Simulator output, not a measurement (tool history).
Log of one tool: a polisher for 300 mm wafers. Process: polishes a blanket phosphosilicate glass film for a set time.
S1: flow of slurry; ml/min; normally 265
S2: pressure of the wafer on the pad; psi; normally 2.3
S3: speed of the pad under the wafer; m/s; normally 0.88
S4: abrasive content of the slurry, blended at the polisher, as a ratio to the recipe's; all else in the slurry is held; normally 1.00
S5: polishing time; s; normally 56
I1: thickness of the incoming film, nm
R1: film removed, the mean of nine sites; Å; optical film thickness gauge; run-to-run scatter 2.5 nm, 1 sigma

| run | hour | S1 | S2 | S3 | S4 | S5 | I1 | R1 |
|---|---|---|---|---|---|---|---|---|
| 1 | 0.0 | 265 | 2.3 | 0.88 | 1.15 | 56 | 1970.5 | 2812 |
|  | 14.8 | slurry blender recalibrated |
| 2 | 55.8 | 265 | 2.3 | 0.88 | 1.15 | 56 | 2031.7 | 2810 |
| 3 | 84.3 | 265 | 2.3 | 0.88 | 1.00 | 56 | 2011.3 | 2629 |
| 4 | 156.0 | 265 | 2.3 | 0.88 | 1.00 | 56 | 1965.6 | 2608 |
|  | 215.3 | worn pad replaced by a new one |
| 5 | 217.2 | 265 | 2.3 | 0.88 | 1.00 | 56 | 1997.5 | 2597 |
|  | 235.2 | slurry nozzle cleaned |
| 6 | 256.3 | 265 | 2.3 | 0.88 | 1.00 | 62 | 1980.8 | 2966 |
|  | 270.1 | conditioning disc replaced and pad reconditioned |
|  | 282.9 | slurry blender recalibrated |
| 7 | 296.2 | 265 | 2.3 | 0.88 | 1.00 | 63 | 1979.1 | 3029 |
| 8 | 357.3 | 335 | 2.3 | 0.88 | 1.00 | 56 | 1992.3 | 2674 |
| 9 | 417.9 | 335 | 2.3 | 0.88 | 1.00 | 56 | 2003.1 | 2684 |
|  | 425.6 | head pressure recalibrated |
|  | 479.8 | worn pad replaced by a new one |
| 10 | 480.3 | 335 | 2.3 | 0.88 | 1.00 | 56 | 1960.7 | 2659 |
|  | 492.8 | conditioning disc replaced and pad reconditioned |
| 11 | 502.5 | 265 | 2.3 | 0.88 | 1.00 | 56 | 1989.9 | 2609 |
| 12 | 535.2 | 210 | 2.3 | 0.88 | 1.00 | 56 | 1983.0 | 2552 |
|  | 567.3 | slurry blender recalibrated |
|  | 579.1 | slurry nozzle cleaned |
| 13 | 595.7 | 200 | 2.3 | 1.12 | 1.00 | 56 | 1963.0 | 3206 |
| 14 | 654.5 | 265 | 2.3 | 0.88 | 1.00 | 56 | 1982.4 | 2629 |
| 15 | 725.9 | 265 | 2.3 | 1.12 | 1.25 | 56 | 1969.9 | 3539 |
|  | 747.4 | worn pad replaced by a new one |
|  | 762.4 | conditioning disc replaced and pad reconditioned |
| 16 | 767.8 | 265 | 2.3 | 0.88 | 1.00 | 56 | 2014.0 | 2671 |
| 17 | 832.3 | 345 | 2.3 | 0.96 | 0.75 | 46 | 1980.7 | 2074 |
|  | 853.0 | slurry blender recalibrated |
| 18 | 880.5 | 265 | 2.3 | 0.88 | 1.10 | 61 | 1988.9 | 2949 |
|  | 931.8 | slurry nozzle cleaned |
|  | 982.1 | conditioning disc replaced and pad reconditioned |
|  | 988.1 | worn pad replaced by a new one |
| 19 | 1034.5 | 265 | 2.0 | 0.66 | 1.00 | 44 | 2020.1 | 1491 |
| 20 | 1060.8 | 220 | 2.3 | 0.88 | 1.00 | 56 | 2028.7 | 2614 |
|  | 1106.9 | slurry blender recalibrated |
| 21 | 1119.4 | 265 | 2.3 | 0.88 | 1.00 | 56 | 1996.9 | 2629 |
| 22 | 1183.6 | 175 | 2.3 | 0.88 | 1.00 | 56 | 1981.3 | 2503 |
|  | 1207.3 | conditioning disc replaced and pad reconditioned |
| 23 | 1212.9 | 265 | 2.3 | 0.88 | 1.00 | 56 | 2005.5 | 2611 |
|  | 1220.7 | head pressure recalibrated |
|  | 1235.7 | slurry nozzle cleaned |
|  | 1239.2 | worn pad replaced by a new one |
| 24 | 1279.5 | 230 | 2.3 | 0.88 | 1.00 | 56 | 1996.4 | 2661 |

What would each run have given without the hidden state, its run-to-run variation left as it was?
What the log doesn't record here: removal rate lost through wear of the pad, %; slurry flow missing at the pad, %; deviation of the head's pressure from its setpoint, %; abrasive missing from the slurry, %; time polished since the conditioner stopped cutting, s.
| run | R1 |
|---|---|
| 1 | 2852 |
| 2 | 2882 |
| 3 | 2708 |
| 4 | 2705 |
| 5 | 2704 |
| 6 | 2982 |
| 7 | 3070 |
| 8 | 2726 |
| 9 | 2749 |
| 10 | 2732 |
| 11 | 2692 |
| 12 | 2648 |
| 13 | 3223 |
| 14 | 2672 |
| 15 | 3628 |
| 16 | 2747 |
| 17 | 2130 |
| 18 | 3047 |
| 19 | 1525 |
| 20 | 2689 |
| 21 | 2711 |
| 22 | 2611 |
| 23 | 2704 |
| 24 | 2705 |
